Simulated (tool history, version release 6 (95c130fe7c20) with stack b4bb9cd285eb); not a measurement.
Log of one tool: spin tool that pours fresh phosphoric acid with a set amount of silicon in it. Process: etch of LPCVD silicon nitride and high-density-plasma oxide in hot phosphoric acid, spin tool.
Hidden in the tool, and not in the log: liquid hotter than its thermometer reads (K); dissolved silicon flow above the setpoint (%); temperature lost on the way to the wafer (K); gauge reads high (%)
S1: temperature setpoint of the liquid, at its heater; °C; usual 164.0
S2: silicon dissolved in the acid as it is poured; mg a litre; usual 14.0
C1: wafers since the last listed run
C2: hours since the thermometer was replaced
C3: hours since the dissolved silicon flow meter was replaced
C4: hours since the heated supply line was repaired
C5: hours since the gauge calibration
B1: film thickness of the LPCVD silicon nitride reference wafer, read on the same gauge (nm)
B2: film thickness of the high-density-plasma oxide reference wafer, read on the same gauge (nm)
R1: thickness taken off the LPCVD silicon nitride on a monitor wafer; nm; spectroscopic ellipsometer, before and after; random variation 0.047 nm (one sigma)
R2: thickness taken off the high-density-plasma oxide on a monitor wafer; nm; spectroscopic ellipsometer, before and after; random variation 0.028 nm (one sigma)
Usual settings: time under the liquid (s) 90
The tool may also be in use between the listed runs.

run 1 hour=0.0 | S1=162.0 S2=21.0 time_under_the_liquid_(s)=50 | C1=0 C2=2391.3 C3=1101.5 C4=2438.4 C5=23.3 | B1=100.01 B2=90.019 | R1=4.11 R2=0.150
run 2 hour=27.1 | S1=163.0 S2=14.0 time_under_the_liquid_(s)=75 | C1=335 C2=2418.4 C3=1128.6 C4=2465.5 C5=50.4 | B1=99.98 B2=89.987 | R1=6.30 R2=0.260
run 3 hour=81.0 | S1=166.5 S2=14.0 time_under_the_liquid_(s)=140 | C1=666 C2=2472.3 C3=1182.5 C4=2519.4 C5=104.3 | B1=99.99 B2=89.998 | R1=13.33 R2=0.708
run 4 hour=150.2 | S1=162.5 S2=23.0 time_under_the_liquid_(s)=90 | C1=855 C2=2541.5 C3=1251.7 C4=2588.6 C5=173.5 | B1=100.01 B2=89.989 | R1=7.49 R2=0.230
run 5 hour=219.2 | S1=161.0 S2=10.0 time_under_the_liquid_(s)=60 | C1=853 C2=2610.5 C3=1320.7 C4=2657.6 C5=242.5 | B1=100.01 B2=89.997 | R1=4.74 R2=0.186
run 6 hour=253.4 | S1=164.0 S2=14.0 time_under_the_liquid_(s)=90 | C1=422 C2=2644.7 C3=1354.9 C4=2691.8 C5=276.7 | B1=100.00 B2=89.980 | R1=7.87 R2=0.349
-- hour=259.8 dissolved silicon flow meter replaced
run 7 hour=358.8 | S1=163.0 S2=18.0 time_under_the_liquid_(s)=50 | C1=1290 C2=2750.1 C3=99.0 C4=2797.2 C5=382.1 | B1=100.01 B2=89.980 | R1=4.19 R2=0.160
run 8 hour=412.4 | S1=165.5 S2=14.0 time_under_the_liquid_(s)=75 | C1=662 C2=2803.7 C3=152.6 C4=2850.8 C5=435.7 | B1=100.02 B2=89.993 | R1=6.88 R2=0.341
run 9 hour=482.3 | S1=164.0 S2=14.0 time_under_the_liquid_(s)=45 | C1=864 C2=2873.6 C3=222.5 C4=2920.7 C5=505.6 | B1=99.97 B2=89.996 | R1=3.96 R2=0.173
-- hour=492.4 thermometer replaced
run 10 hour=523.6 | S1=162.0 S2=6.0 time_under_the_liquid_(s)=45 | C1=498 C2=31.2 C3=263.8 C4=2962.0 C5=546.9 | B1=100.01 B2=90.015 | R1=3.69 R2=0.142
-- hour=553.5 heated supply line repaired
run 11 hour=586.3 | S1=164.0 S2=14.0 time_under_the_liquid_(s)=90 | C1=762 C2=93.9 C3=326.5 C4=32.8 C5=609.6 | B1=100.01 B2=90.002 | R1=7.76 R2=0.372
run 12 hour=615.8 | S1=165.5 S2=14.0 time_under_the_liquid_(s)=65 | C1=364 C2=123.4 C3=356.0 C4=62.3 C5=639.1 | B1=100.00 B2=90.037 | R1=5.92 R2=0.286
run 13 hour=673.7 | S1=164.0 S2=14.0 time_under_the_liquid_(s)=90 | C1=715 C2=181.3 C3=413.9 C4=120.2 C5=697.0 | B1=100.00 B2=89.975 | R1=7.85 R2=0.390
run 14 hour=733.2 | S1=164.0 S2=5.5 time_under_the_liquid_(s)=90 | C1=735 C2=240.8 C3=473.4 C4=179.7 C5=756.5 | B1=99.99 B2=90.033 | R1=7.87 R2=0.473
run 15 hour=789.1 | S1=162.5 S2=24.0 time_under_the_liquid_(s)=65 | C1=691 C2=296.7 C3=529.3 C4=235.6 C5=812.4 | B1=100.02 B2=90.019 | R1=5.39 R2=0.169
run 16 hour=854.3 | S1=164.0 S2=14.0 time_under_the_liquid_(s)=120 | C1=806 C2=361.9 C3=594.5 C4=300.8 C5=877.6 | B1=100.01 B2=89.995 | R1=10.42 R2=0.453
run 17 hour=983.2 | S1=166.0 S2=7.5 time_under_the_liquid_(s)=105 | C1=1593 C2=490.8 C3=723.4 C4=429.7 C5=1006.5 | B1=100.01 B2=90.030 | R1=9.76 R2=0.562
run 18 hour=1027.6 | S1=163.0 S2=14.0 time_under_the_liquid_(s)=40 | C1=549 C2=535.2 C3=767.8 C4=474.1 C5=1050.9 | B1=99.98 B2=89.978 | R1=3.37 R2=0.149
run 19 hour=1081.6 | S1=162.0 S2=14.0 time_under_the_liquid_(s)=90 | C1=667 C2=589.2 C3=821.8 C4=528.1 C5=1104.9 | B1=100.00 B2=89.955 | R1=7.35 R2=0.328
run 20 hour=1143.0 | S1=162.0 S2=25.0 time_under_the_liquid_(s)=105 | C1=759 C2=650.6 C3=883.2 C4=589.5 C5=1166.3 | B1=100.00 B2=90.019 | R1=8.59 R2=0.274
run 21 hour=1170.7 | S1=166.0 S2=20.0 time_under_the_liquid_(s)=125 | C1=342 C2=678.3 C3=910.9 C4=617.2 C5=1194.0 | B1=99.99 B2=90.020 | R1=11.63 R2=0.443

4 ways to go on from here, each from the tool as it stands after run 21. What would each give?
run A hour=1171.1 | S1=164.0 S2=14.0 time_under_the_liquid_(s)=90 | C1=4 C2=678.7 C3=911.3 C4=617.6 C5=1194.4 | B1=? B2=? | R1=? R2=?
run B hour=1171.1 | S1=166.5 S2=19.5 time_under_the_liquid_(s)=40 | C1=4 C2=678.7 C3=911.3 C4=617.6 C5=1194.4 | B1=? B2=? | R1=? R2=?
run C hour=1171.1 | S1=164.0 S2=5.0 time_under_the_liquid_(s)=60 | C1=4 C2=678.7 C3=911.3 C4=617.6 C5=1194.4 | B1=? B2=? | R1=? R2=?
run D hour=1171.1 | S1=165.5 S2=11.0 time_under_the_liquid_(s)=90 | C1=4 C2=678.7 C3=911.3 C4=617.6 C5=1194.4 | B1=? B2=? | R1=? R2=?

run=A B1=100.02 B2=90.013 R1=7.76 R2=0.332
run=B B1=100.02 B2=90.013 R1=3.74 R2=0.153
run=C B1=100.02 B2=90.013 R1=5.17 R2=0.270
run=D B1=100.02 B2=90.013 R1=8.15 R2=0.397
Without the tool's hidden state the same runs would have given:
run=A R1=7.76 R2=0.332
run=B R1=3.74 R2=0.153
run=C R1=5.17 R2=0.270
run=D R1=8.15 R2=0.397
